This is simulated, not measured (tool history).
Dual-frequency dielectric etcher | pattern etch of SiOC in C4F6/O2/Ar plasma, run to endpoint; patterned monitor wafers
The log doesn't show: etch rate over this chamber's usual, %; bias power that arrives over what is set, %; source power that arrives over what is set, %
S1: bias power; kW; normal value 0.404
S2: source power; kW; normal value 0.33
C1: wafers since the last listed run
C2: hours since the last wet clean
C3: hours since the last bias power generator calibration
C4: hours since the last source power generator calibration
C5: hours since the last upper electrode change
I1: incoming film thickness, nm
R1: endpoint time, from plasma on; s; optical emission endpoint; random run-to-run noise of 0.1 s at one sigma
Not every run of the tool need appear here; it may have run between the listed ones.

| run | hour | S1 | S2 | C1 | C2 | C3 | C4 | C5 | I1 | R1 |
|---|---|---|---|---|---|---|---|---|---|---|
| 1 | 0 | 0.404 | 0.28 | 0 | 456.7 | 1830 | 1815.8 | 3120.2 | 46.77 | 19.2 |
| 2 | 13.8 | 0.404 | 0.28 | 241 | 470.5 | 1843.8 | 1829.6 | 3134 | 46.33 | 19.1 |
| 3 | 23 | 0.456 | 0.33 | 161 | 479.7 | 1853 | 1838.8 | 3143.2 | 46.53 | 17.6 |
| 4 | 53 | 0.481 | 0.28 | 525 | 509.7 | 1883 | 1868.8 | 3173.2 | 46.25 | 17.9 |
| 5 | 61.8 | 0.481 | 0.28 | 154 | 518.5 | 1891.8 | 1877.6 | 3182 | 46.55 | 18.1 |
| 6 | 79.7 | 0.404 | 0.36 | 313 | 536.4 | 1909.7 | 1895.5 | 3199.9 | 46.49 | 18 |
| 7 | 87 | 0.404 | 0.36 | 127 | 543.7 | 1917 | 1902.8 | 3207.2 | 46.36 | 17.9 |
| 8 | 102.5 | 0.404 | 0.36 | 271 | 559.2 | 1932.5 | 1918.3 | 3222.7 | 46.05 | 18.1 |
|  | 137.7 | wet clean of the chamber |
| 9 | 138.2 | 0.404 | 0.33 | 205 | 0.5 | 1968.2 | 1954 | 3258.4 | 46.15 | 17.5 |
| 10 | 138.5 | 0.404 | 0.33 | 5 | 0.8 | 1968.5 | 1954.3 | 3258.7 | 46.27 | 17.5 |
| 11 | 140.1 | 0.404 | 0.35 | 28 | 2.4 | 1970.1 | 1955.9 | 3260.3 | 46.61 | 17.4 |
| 12 | 153.4 | 0.376 | 0.33 | 233 | 15.7 | 1983.4 | 1969.2 | 3273.6 | 45.94 | 17.8 |
| 13 | 170.1 | 0.433 | 0.3 | 292 | 32.4 | 2000.1 | 1985.9 | 3290.3 | 46.24 | 17.4 |
| 14 | 184.1 | 0.404 | 0.33 | 245 | 46.4 | 2014.1 | 1999.9 | 3304.3 | 46.41 | 17.6 |
|  | 209.8 | upper electrode replaced |
| 15 | 210.3 | 0.465 | 0.31 | 38 | 72.6 | 2040.3 | 2026.1 | 0.5 | 46.49 | 17.3 |
| 16 | 210.6 | 0.371 | 0.4 | 5 | 72.9 | 2040.6 | 2026.4 | 0.8 | 46.35 | 17.5 |
|  | 225.4 | bias power generator calibrated |
| 17 | 225.9 | 0.404 | 0.33 | 198 | 88.2 | 0.5 | 2041.7 | 16.1 | 46.92 | 17.9 |
|  | 231.2 | source power generator calibrated |
| 18 | 238 | 0.436 | 0.35 | 141 | 100.3 | 12.6 | 6.8 | 28.2 | 46.63 | 17 |
| 19 | 252.3 | 0.404 | 0.33 | 250 | 114.6 | 26.9 | 21.1 | 42.5 | 46.26 | 17.8 |
| 20 | 267.5 | 0.325 | 0.33 | 266 | 129.8 | 42.1 | 36.3 | 57.7 | 46.3 | 19.2 |
| 21 | 274.5 | 0.461 | 0.4 | 122 | 136.8 | 49.1 | 43.3 | 64.7 | 46.47 | 15.9 |
| 22 | 291.9 | 0.354 | 0.29 | 304 | 154.2 | 66.5 | 60.7 | 82.1 | 45.8 | 19.2 |
| 23 | 301 | 0.489 | 0.39 | 159 | 163.3 | 75.6 | 69.8 | 91.2 | 46.36 | 15.8 |
| 24 | 309 | 0.404 | 0.33 | 140 | 171.3 | 83.6 | 77.8 | 99.2 | 46.43 | 17.9 |

Entry by entry between the runs, the difference in hidden state between the last listed run before and the first listed run after:
In the gap between runs 8 and 9: wet clean of the chamber (hour 137.7)
  etch rate over this chamber's usual, %: -4.8 -> -0.296
  what was measured, less what the result would be without the hidden state, R1: +0.9 -> +0 s
In the gap between runs 14 and 15: upper electrode replaced (hour 209.8)
  etch rate over this chamber's usual, %: -0.712 -> -0.95
  what was measured, less what the result would be without the hidden state, R1: +0.1 -> +0.2 s
In the gap between runs 16 and 17: bias power generator calibrated (hour 225.4)
  etch rate over this chamber's usual, %: -0.953 -> -1.09
  what was measured, less what the result would be without the hidden state, R1: +0.2 -> +0.2 s
In the gap between runs 17 and 18: source power generator calibrated (hour 231.2)
  etch rate over this chamber's usual, %: -1.09 -> -1.2
  what was measured, less what the result would be without the hidden state, R1: +0.2 -> +0.2 s
